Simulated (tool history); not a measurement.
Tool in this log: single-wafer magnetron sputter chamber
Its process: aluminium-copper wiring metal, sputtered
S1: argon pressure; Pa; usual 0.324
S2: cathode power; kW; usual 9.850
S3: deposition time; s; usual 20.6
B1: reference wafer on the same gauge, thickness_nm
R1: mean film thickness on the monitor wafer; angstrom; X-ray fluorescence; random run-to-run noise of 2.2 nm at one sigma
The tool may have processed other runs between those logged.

run,hour,S1,S2,S3,B1,R1
1,0.0,0.324,9.850,20.6,385.330,3602.68
2,18.7,0.324,9.850,20.6,384.771,3686.46
3,38.2,0.324,9.850,20.6,384.811,3671.39
4,93.5,0.324,9.850,20.6,384.819,3637.08
5,137.5,0.324,9.850,20.6,385.118,3663.46
6,166.2,0.324,9.850,20.6,384.961,3646.20
7,191.3,0.324,9.850,20.6,384.807,3660.07
8,204.6,0.324,9.850,20.6,384.973,3669.98
# hour 216.2: sputter target and shields replaced
9,233.5,0.324,9.850,20.6,385.275,3663.12
10,251.3,0.324,9.850,20.6,385.008,3665.43
11,286.1,0.409,9.850,20.6,384.611,3431.25
12,311.8,0.409,9.850,20.6,384.821,3436.13
13,343.4,0.324,9.850,20.6,384.793,3645.19
14,379.1,0.324,9.850,20.6,385.379,3681.98
15,411.6,0.324,9.850,20.6,384.798,3676.71
16,444.4,0.324,9.850,20.6,384.668,3653.47
17,476.4,0.324,9.850,20.6,385.268,3652.62
# hour 506.1: sputter target and shields replaced
18,507.1,0.360,8.550,23.9,384.922,3744.13
19,604.4,0.377,9.850,24.5,385.118,4176.16
# hour 620.2: capacitance manometer re-zeroed and calibrated
20,636.0,0.324,9.850,20.6,385.370,3611.42
# hour 660.4: magnet pack replaced
21,668.2,0.374,11.700,23.4,385.157,4476.08
# hour 690.4: gauge calibrated
22,692.9,0.234,11.750,17.5,384.945,3701.44
23,715.0,0.225,11.800,20.6,385.060,4426.56
24,736.4,0.324,9.850,20.6,385.051,3663.81
25,764.3,0.324,9.850,23.1,385.377,4147.49
26,784.1,0.226,9.850,20.6,385.339,3929.03
# hour 798.3: sputter target and shields replaced
27,805.7,0.324,11.050,18.1,385.098,3448.91
28,830.7,0.324,9.850,20.6,385.157,3662.58
29,863.1,0.433,9.850,16.9,385.018,2797.72
30,880.5,0.413,9.850,18.0,385.211,3003.77
31,898.2,0.291,8.650,16.5,385.232,2761.43
32,914.2,0.243,9.850,16.7,384.934,3128.73
33,947.5,0.324,11.300,20.6,384.770,4006.25
34,964.8,0.258,11.350,23.6,385.233,4780.35
35,996.1,0.324,11.200,20.6,385.511,3975.04
# hour 1024.6: sputter target and shields replaced
36,1058.1,0.324,9.850,20.6,384.540,3599.60

3 ways to go on from here, each from the tool as it stands after run 36. What would each give?
A,1058.5,0.324,9.850,20.6,?,?
B,1058.5,0.208,7.450,23.8,?,?
C,1058.5,0.324,9.850,18.8,?,?

run,B1,R1
A,385.137,3613.48
B,385.137,3814.08
C,385.137,3297.74
With no hidden state in the tool, these same runs would have given:
run,R1
A,3613.48
B,3814.08
C,3297.74

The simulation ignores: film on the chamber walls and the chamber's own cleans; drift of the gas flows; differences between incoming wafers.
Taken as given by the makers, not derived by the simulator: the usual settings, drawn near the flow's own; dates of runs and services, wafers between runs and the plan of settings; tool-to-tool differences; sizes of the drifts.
